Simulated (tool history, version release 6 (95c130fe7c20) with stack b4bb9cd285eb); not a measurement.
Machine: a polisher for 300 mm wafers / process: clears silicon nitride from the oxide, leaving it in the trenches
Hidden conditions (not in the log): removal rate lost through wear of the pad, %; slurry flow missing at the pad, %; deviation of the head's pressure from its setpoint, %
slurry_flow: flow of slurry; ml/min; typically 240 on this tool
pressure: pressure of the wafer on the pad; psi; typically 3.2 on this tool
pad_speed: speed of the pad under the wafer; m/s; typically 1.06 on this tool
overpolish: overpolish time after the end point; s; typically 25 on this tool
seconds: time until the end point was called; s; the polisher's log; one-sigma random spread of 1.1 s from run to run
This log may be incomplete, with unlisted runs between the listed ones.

| run | hour | slurry_flow | pressure | pad_speed | overpolish | wafers since the last listed run | wafers polished on this pad | hours since the slurry nozzle was cleaned | hours since the head pressure was calibrated | incoming thickness of the incoming film, nm | seconds |
|---|---|---|---|---|---|---|---|---|---|---|---|
| 1 | 0 | 240 | 3.2 | 1.06 | 25 | 0 | 306 | 371.7 | 894.5 | 90.5 | 89.6 |
| 2 | 68 | 240 | 3.2 | 1.06 | 25 | 341 | 648 | 439.7 | 962.5 | 89.3 | 92.5 |
| 3 | 92.5 | 240 | 3.2 | 1.06 | 25 | 123 | 771 | 464.2 | 987 | 92 | 93 |
| 4 | 117.3 | 240 | 3.2 | 1.06 | 30 | 124 | 896 | 489 | 1011.8 | 88.4 | 91.4 |
| 5 | 143.8 | 240 | 3.2 | 1.06 | 30 | 133 | 1029 | 515.5 | 1038.3 | 90.5 | 96.6 |
|  | 160 | worn pad replaced by a new one |
| 6 | 160.3 | 240 | 3.2 | 1.14 | 25 | 62 | 1 | 532 | 1054.8 | 90.4 | 84.1 |
| 7 | 178.8 | 240 | 3.2 | 1.14 | 25 | 92 | 94 | 550.5 | 1073.3 | 89.2 | 81.7 |
| 8 | 201.8 | 240 | 3.2 | 1.14 | 25 | 115 | 210 | 573.5 | 1096.3 | 90 | 85.5 |
| 9 | 237.3 | 240 | 3.2 | 1.06 | 25 | 178 | 388 | 609 | 1131.8 | 89.9 | 87.7 |
|  | 238.9 | slurry nozzle cleaned |
|  | 259.9 | head pressure recalibrated |
| 10 | 270.3 | 240 | 3.2 | 1.06 | 25 | 150 | 539 | 31.4 | 10.4 | 91.6 | 95.8 |
| 11 | 288.2 | 240 | 3.2 | 1.06 | 25 | 89 | 629 | 49.3 | 28.3 | 89.9 | 93.4 |
| 12 | 306.2 | 240 | 3.2 | 1.06 | 25 | 90 | 719 | 67.3 | 46.3 | 88.6 | 92.2 |
| 13 | 341.7 | 240 | 3.2 | 1.06 | 25 | 178 | 898 | 102.8 | 81.8 | 91 | 97.3 |
|  | 351.7 | worn pad replaced by a new one |
| 14 | 357 | 180 | 3.2 | 0.7 | 19 | 56 | 26 | 118.1 | 97.1 | 90.1 | 123.1 |
| 15 | 390.8 | 240 | 3.7 | 1.06 | 25 | 169 | 196 | 151.9 | 130.9 | 90.3 | 77.1 |
| 16 | 407.6 | 270 | 4.2 | 1.32 | 25 | 84 | 281 | 168.7 | 147.7 | 90.8 | 58.1 |
| 17 | 422.6 | 190 | 3.2 | 1.42 | 25 | 75 | 356 | 183.7 | 162.7 | 90.1 | 75.6 |
| 18 | 488.9 | 240 | 3.8 | 1.06 | 25 | 333 | 689 | 250 | 229 | 90.2 | 78.9 |
|  | 557.3 | worn pad replaced by a new one |
| 19 | 596.4 | 240 | 3.6 | 1.06 | 25 | 520 | 196 | 357.5 | 336.5 | 89.6 | 78.7 |
| 20 | 629.7 | 195 | 3.2 | 1.06 | 25 | 167 | 363 | 390.8 | 369.8 | 90.4 | 94 |
| 21 | 660.8 | 165 | 2.8 | 1.3 | 20 | 156 | 519 | 421.9 | 400.9 | 89.9 | 94.9 |
| 22 | 692.5 | 240 | 3.2 | 1.06 | 25 | 159 | 679 | 453.6 | 432.6 | 89.1 | 90.8 |
| 23 | 713.9 | 275 | 4.3 | 1.42 | 25 | 107 | 786 | 475 | 454 | 90.4 | 55.3 |
|  | 746.1 | worn pad replaced by a new one |
| 24 | 746.6 | 170 | 2.2 | 0.92 | 38 | 144 | 2 | 507.7 | 486.7 | 88.6 | 141.7 |

How would selected steps in seconds from run to run divide? Give the signed amount a tool lacking its hidden state would still show from settings, what came in and random variation, and the signed amount left for the hidden state, including any gauge scatter that is not in both of the compared results.
Run 5 -> 6: pad_speed 1.06 -> 1.14, overpolish 30 -> 25, worn pad replaced by a new one. seconds -12.5 s: hidden state -7.4, all else -5.1.
Run 13 -> 14: slurry_flow 240 -> 180, pad_speed 1.06 -> 0.7, overpolish 25 -> 19, worn pad replaced by a new one. seconds +25.8 s: hidden state -6.4, all else +32.2.
Run 14 -> 15: slurry_flow 180 -> 240, pressure 3.2 -> 3.7, pad_speed 0.7 -> 1.06, overpolish 19 -> 25. seconds -46 s: hidden state +0.6, all else -46.6.
Run 23 -> 24: slurry_flow 275 -> 170, pressure 4.3 -> 2.2, pad_speed 1.42 -> 0.92, overpolish 25 -> 38, worn pad replaced by a new one. seconds +86.4 s: hidden state -2.8, all else +89.2.
